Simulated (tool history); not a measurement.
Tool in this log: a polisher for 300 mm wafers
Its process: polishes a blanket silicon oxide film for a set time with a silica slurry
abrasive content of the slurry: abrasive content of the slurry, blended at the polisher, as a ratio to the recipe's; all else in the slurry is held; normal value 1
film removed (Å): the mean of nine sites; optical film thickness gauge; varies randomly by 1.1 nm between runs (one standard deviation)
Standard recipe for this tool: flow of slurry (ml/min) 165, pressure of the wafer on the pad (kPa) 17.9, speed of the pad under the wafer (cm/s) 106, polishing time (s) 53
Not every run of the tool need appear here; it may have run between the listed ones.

run   hour  flow of slurry (ml/min)  pressure of the wafer on the pad (kPa)  speed of the pad under the wafer (cm/s)  abrasive content of the slurry  polishing time (s)  wafers since the last listed run  wafers polished on this pad  hours since the slurry nozzle was cleaned  hours since the head pressure was calibrated  hours since the slurry blender was calibrated  hours since the conditioning disc was replaced  incoming thickness of the incoming film, nm  film removed (Å)
  1      0                      165                                    17.9                                       86                               1                  53                                 0                         1214                                         37                                         184.2                                          112.1                                           227.1                                        977.9               744
      49.9  -- conditioning disc replaced and pad reconditioned
      61.7  -- worn pad replaced by a new one
  2   71.1                      165                                    17.9                                       86                               1                  53                               435                           62                                      108.1                                         255.3                                          183.2                                            21.2                                        971.1               786
  3    133                      165                                    17.9                                       86                               1                  53                               413                          476                                        170                                         317.2                                          245.1                                            83.1                                          982               770
  4  195.1                      165                                    17.9                                      106                               1                  53                               415                          891                                      232.1                                         379.3                                          307.2                                           145.2                                        977.6               877
  5  255.7                      165                                    17.9                                      118                               1                  53                               405                         1296                                      292.7                                         439.9                                          367.8                                           205.8                                        975.5               927
     294.3  -- worn pad replaced by a new one
  6    298                      165                                    17.9                                      106                               1                  53                               255                           24                                        335                                         482.2                                          410.1                                           248.1                                        992.8               839
     325.4  -- conditioning disc replaced and pad reconditioned
  7  328.8                      165                                    17.9                                      106                            0.85                  53                               192                          217                                      365.8                                           513                                          440.9                                             3.4                                          962               821
  8  384.6                      165                                    17.9                                      106                            0.85                  53                               372                          590                                      421.6                                         568.8                                          496.7                                            59.2                                        982.1               798
     400.9  -- slurry blender recalibrated
  9  414.7                      165                                    17.9                                      106                            0.85                  53                               187                          778                                      451.7                                         598.9                                           13.8                                            89.3                                          978               783
     447.8  -- slurry nozzle cleaned
 10    467                      165                                    17.9                                      106                               1                  53                               342                         1121                                       19.2                                         651.2                                           66.1                                           141.6                                        976.3               916
     529.7  -- worn pad replaced by a new one
 11  536.1                      165                                    17.9                                      106                               1                  53                               435                           42                                       88.3                                         720.3                                          135.2                                           210.7                                        968.6               875
     554.6  -- conditioning disc replaced and pad reconditioned
     565.5  -- head pressure recalibrated
 12    602                      165                                    17.9                                      106                               1                  53                               413                          456                                      154.2                                          36.5                                          201.1                                            47.4                                        989.9               919
 13  646.8                      165                                    17.9                                       72                               1                  53                               299                          755                                        199                                          81.3                                          245.9                                            92.2                                        982.7               666

Run 14 is up next; what results do you expect?
 14  694.1                      165                                    17.9                                      106                               1                  53                               316                         1071                                      246.3                                         128.6                                          293.2                                           139.5                                        972.9                 ?

{"run 14": {"film removed (Å)": 894}}
On a tool with no hidden condition, and with the same random variation, this run would have come out at film removed (Å) 938.
